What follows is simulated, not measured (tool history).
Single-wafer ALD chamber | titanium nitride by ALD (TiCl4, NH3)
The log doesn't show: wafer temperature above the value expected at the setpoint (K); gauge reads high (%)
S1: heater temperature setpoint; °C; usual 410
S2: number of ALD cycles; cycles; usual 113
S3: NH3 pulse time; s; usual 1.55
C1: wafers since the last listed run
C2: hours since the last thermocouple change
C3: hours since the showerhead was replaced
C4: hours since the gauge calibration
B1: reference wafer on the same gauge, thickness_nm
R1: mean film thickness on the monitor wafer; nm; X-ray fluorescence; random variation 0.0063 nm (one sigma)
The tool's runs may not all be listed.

run 1 hour=0 | S1=410 S2=113 S3=1.81 | C1=0 C2=2246.5 C3=5813.5 C4=247.5 | B1=2.189 | R1=2.539
run 2 hour=28.2 | S1=410 S2=113 S3=1.55 | C1=90 C2=2274.7 C3=5841.7 C4=275.7 | B1=2.19 | R1=2.525
run 3 hour=59.9 | S1=410 S2=113 S3=1.83 | C1=101 C2=2306.4 C3=5873.4 C4=307.4 | B1=2.191 | R1=2.548
run 4 hour=82.7 | S1=410 S2=113 S3=1.55 | C1=73 C2=2329.2 C3=5896.2 C4=330.2 | B1=2.188 | R1=2.53
run 5 hour=109.6 | S1=410 S2=113 S3=1.55 | C1=86 C2=2356.1 C3=5923.1 C4=357.1 | B1=2.191 | R1=2.535
run 6 hour=133.9 | S1=410 S2=113 S3=1.55 | C1=78 C2=2380.4 C3=5947.4 C4=381.4 | B1=2.19 | R1=2.521
run 7 hour=160.9 | S1=410 S2=113 S3=1.55 | C1=86 C2=2407.4 C3=5974.4 C4=408.4 | B1=2.189 | R1=2.513
run 8 hour=195.1 | S1=410 S2=113 S3=1.55 | C1=109 C2=2441.6 C3=6008.6 C4=442.6 | B1=2.191 | R1=2.524
run 9 hour=230.4 | S1=410 S2=108 S3=1.55 | C1=113 C2=2476.9 C3=6043.9 C4=477.9 | B1=2.191 | R1=2.415
run 10 hour=256.2 | S1=410 S2=108 S3=1.55 | C1=82 C2=2502.7 C3=6069.7 C4=503.7 | B1=2.189 | R1=2.401
run 11 hour=290.8 | S1=416 S2=113 S3=1.55 | C1=111 C2=2537.3 C3=6104.3 C4=538.3 | B1=2.19 | R1=2.527
run 12 hour=324.4 | S1=416 S2=113 S3=1.55 | C1=107 C2=2570.9 C3=6137.9 C4=571.9 | B1=2.193 | R1=2.525
run 13 hour=341.2 | S1=416 S2=113 S3=1.55 | C1=53 C2=2587.7 C3=6154.7 C4=588.7 | B1=2.191 | R1=2.527
run 14 hour=372.2 | S1=410 S2=113 S3=1.55 | C1=99 C2=2618.7 C3=6185.7 C4=619.7 | B1=2.187 | R1=2.519
-- hour=392.3 thermocouple changed; heater temperature recalibrated
run 15 hour=397.3 | S1=410 S2=113 S3=1.55 | C1=54 C2=5 C3=6210.8 C4=644.8 | B1=2.19 | R1=2.529
run 16 hour=424 | S1=410 S2=121 S3=1.55 | C1=85 C2=31.7 C3=6237.5 C4=671.5 | B1=2.189 | R1=2.703
run 17 hour=455.1 | S1=410 S2=98 S3=1.99 | C1=99 C2=62.8 C3=6268.6 C4=702.6 | B1=2.191 | R1=2.208
-- hour=464.5 gauge calibrated
run 18 hour=473.2 | S1=406 S2=122 S3=1.16 | C1=58 C2=80.9 C3=6286.7 C4=8.7 | B1=2.191 | R1=2.681
run 19 hour=500.7 | S1=410 S2=125 S3=1.82 | C1=88 C2=108.4 C3=6314.2 C4=36.2 | B1=2.192 | R1=2.815
run 20 hour=519.1 | S1=423 S2=107 S3=1.55 | C1=59 C2=126.8 C3=6332.6 C4=54.6 | B1=2.191 | R1=2.403
-- hour=537.4 showerhead replaced
run 21 hour=540.2 | S1=406 S2=122 S3=1.16 | C1=42 C2=147.9 C3=2.8 C4=75.7 | B1=2.191 | R1=2.67
run 22 hour=552.6 | S1=410 S2=101 S3=1.55 | C1=39 C2=160.3 C3=15.2 C4=88.1 | B1=2.189 | R1=2.248
run 23 hour=567.8 | S1=399 S2=134 S3=2.17 | C1=48 C2=175.5 C3=30.4 C4=103.3 | B1=2.192 | R1=3.025
run 24 hour=584.4 | S1=418 S2=127 S3=1.26 | C1=53 C2=192.1 C3=47 C4=119.9 | B1=2.188 | R1=2.819
run 25 hour=614.1 | S1=410 S2=104 S3=1.96 | C1=95 C2=221.8 C3=76.7 C4=149.6 | B1=2.191 | R1=2.342
run 26 hour=634.7 | S1=401 S2=113 S3=1.25 | C1=66 C2=242.4 C3=97.3 C4=170.2 | B1=2.19 | R1=2.485
run 27 hour=655.9 | S1=410 S2=113 S3=1.11 | C1=68 C2=263.6 C3=118.5 C4=191.4 | B1=2.188 | R1=2.492
run 28 hour=679.9 | S1=397 S2=113 S3=1.55 | C1=77 C2=287.6 C3=142.5 C4=215.4 | B1=2.191 | R1=2.503
run 29 hour=742.3 | S1=410 S2=113 S3=1.02 | C1=200 C2=350 C3=204.9 C4=277.8 | B1=2.19 | R1=2.476
run 30 hour=775.4 | S1=410 S2=128 S3=1.71 | C1=106 C2=383.1 C3=238 C4=310.9 | B1=2.19 | R1=2.866
run 31 hour=794.7 | S1=418 S2=134 S3=1.55 | C1=62 C2=402.4 C3=257.3 C4=330.2 | B1=2.191 | R1=3.006
run 32 hour=873.1 | S1=410 S2=113 S3=1.55 | C1=251 C2=480.8 C3=335.7 C4=408.6 | B1=2.191 | R1=2.526
run 33 hour=903.3 | S1=402 S2=113 S3=1.89 | C1=97 C2=511 C3=365.9 C4=438.8 | B1=2.188 | R1=2.545
run 34 hour=930.7 | S1=410 S2=113 S3=1.82 | C1=88 C2=538.4 C3=393.3 C4=466.2 | B1=2.191 | R1=2.542
run 35 hour=951.5 | S1=410 S2=113 S3=1.55 | C1=66 C2=559.2 C3=414.1 C4=487 | B1=2.19 | R1=2.541

3 ways to go on from here, each from the tool as it stands after run 35. What would each give?
run A hour=952.1 | S1=410 S2=113 S3=1.2 | C1=1 C2=559.8 C3=414.7 C4=487.6 | B1=? | R1=?
run B hour=952.1 | S1=410 S2=100 S3=1.55 | C1=1 C2=559.8 C3=414.7 C4=487.6 | B1=? | R1=?
run C hour=952.1 | S1=410 S2=113 S3=1.22 | C1=1 C2=559.8 C3=414.7 C4=487.6 | B1=? | R1=?

run=A B1=2.189 R1=2.502
run=B B1=2.189 R1=2.241
run=C B1=2.189 R1=2.504
Without the tool's hidden state the same runs would have given:
run=A R1=2.502
run=B R1=2.241
run=C R1=2.504
